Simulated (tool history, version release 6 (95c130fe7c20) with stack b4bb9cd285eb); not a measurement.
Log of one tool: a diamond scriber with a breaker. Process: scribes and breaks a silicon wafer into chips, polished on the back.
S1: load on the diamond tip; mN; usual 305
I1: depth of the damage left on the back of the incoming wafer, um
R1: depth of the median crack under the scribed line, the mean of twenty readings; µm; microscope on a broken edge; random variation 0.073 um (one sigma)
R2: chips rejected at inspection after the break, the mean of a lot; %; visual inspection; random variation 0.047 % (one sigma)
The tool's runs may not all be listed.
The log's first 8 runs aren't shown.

run 9 day=3.425 | S1=305 | I1=0.04 | R1=8.11 R2=0.76
run 10 day=3.983 | S1=305 | I1=0.05 | R1=7.98 R2=0.97
run 11 day=4.288 | S1=305 | I1=0.04 | R1=7.96 R2=0.89
run 12 day=4.875 | S1=305 | I1=0.05 | R1=7.87 R2=0.96
run 13 day=5.408 | S1=305 | I1=0.02 | R1=8.01 R2=0.96
run 14 day=6.058 | S1=305 | I1=0.04 | R1=7.85 R2=1.05
run 15 day=6.388 | S1=267 | I1=0.04 | R1=7.26 R2=2.43
run 16 day=7.083 | S1=240 | I1=0.05 | R1=6.69 R2=4.46
run 17 day=7.679 | S1=243 | I1=0.01 | R1=6.78 R2=4.93
run 18 day=8.325 | S1=330 | I1=0.01 | R1=8.15 R2=0.86
-- day=8.888 diamond tip replaced by a new one
run 19 day=8.908 | S1=305 | I1=0.05 | R1=9.03 R2=1.44
-- day=9.2 load on the tip recalibrated
run 20 day=9.279 | S1=329 | I1=0.03 | R1=8.47 R2=0.84
run 21 day=10.025 | S1=350 | I1=0.04 | R1=8.91 R2=1.14
run 22 day=10.496 | S1=218 | I1=0.04 | R1=6.65 R2=4.96
run 23 day=10.758 | S1=258 | I1=0.03 | R1=7.39 R2=2.08
run 24 day=11.375 | S1=305 | I1=0.03 | R1=8.2 R2=0.75
run 25 day=11.721 | S1=331 | I1=0.03 | R1=8.63 R2=0.94
run 26 day=12.104 | S1=391 | I1=0.02 | R1=9.73 R2=2.87
run 27 day=14.2 | S1=305 | I1=0.03 | R1=8.31 R2=0.71
run 28 day=14.825 | S1=246 | I1=0.03 | R1=7.43 R2=2.18
run 29 day=15.158 | S1=385 | I1=0.03 | R1=9.67 R2=3.34
run 30 day=15.875 | S1=343 | I1=0.02 | R1=9.08 R2=1.59
run 31 day=16.421 | S1=341 | I1=0.04 | R1=9.04 R2=1.46

4 ways to go on from here, each from the tool as it stands after run 31. What would each give?
run A day=16.446 | S1=305 | I1=0.04 | R1=? R2=?
run B day=16.446 | S1=345 | I1=0.04 | R1=? R2=?
run C day=16.446 | S1=268 | I1=0.04 | R1=? R2=?
run D day=16.446 | S1=280 | I1=0.04 | R1=? R2=?

run=A R1=8.49 R2=0.82
run=B R1=9.15 R2=1.65
run=C R1=7.87 R2=1.18
run=D R1=8.07 R2=0.92
Without the tool's hidden state the same runs would have given:
run=A R1=8.36 R2=0.79
run=B R1=9 R2=1.37
run=C R1=7.74 R2=1.41
run=D R1=7.94 R2=1.07
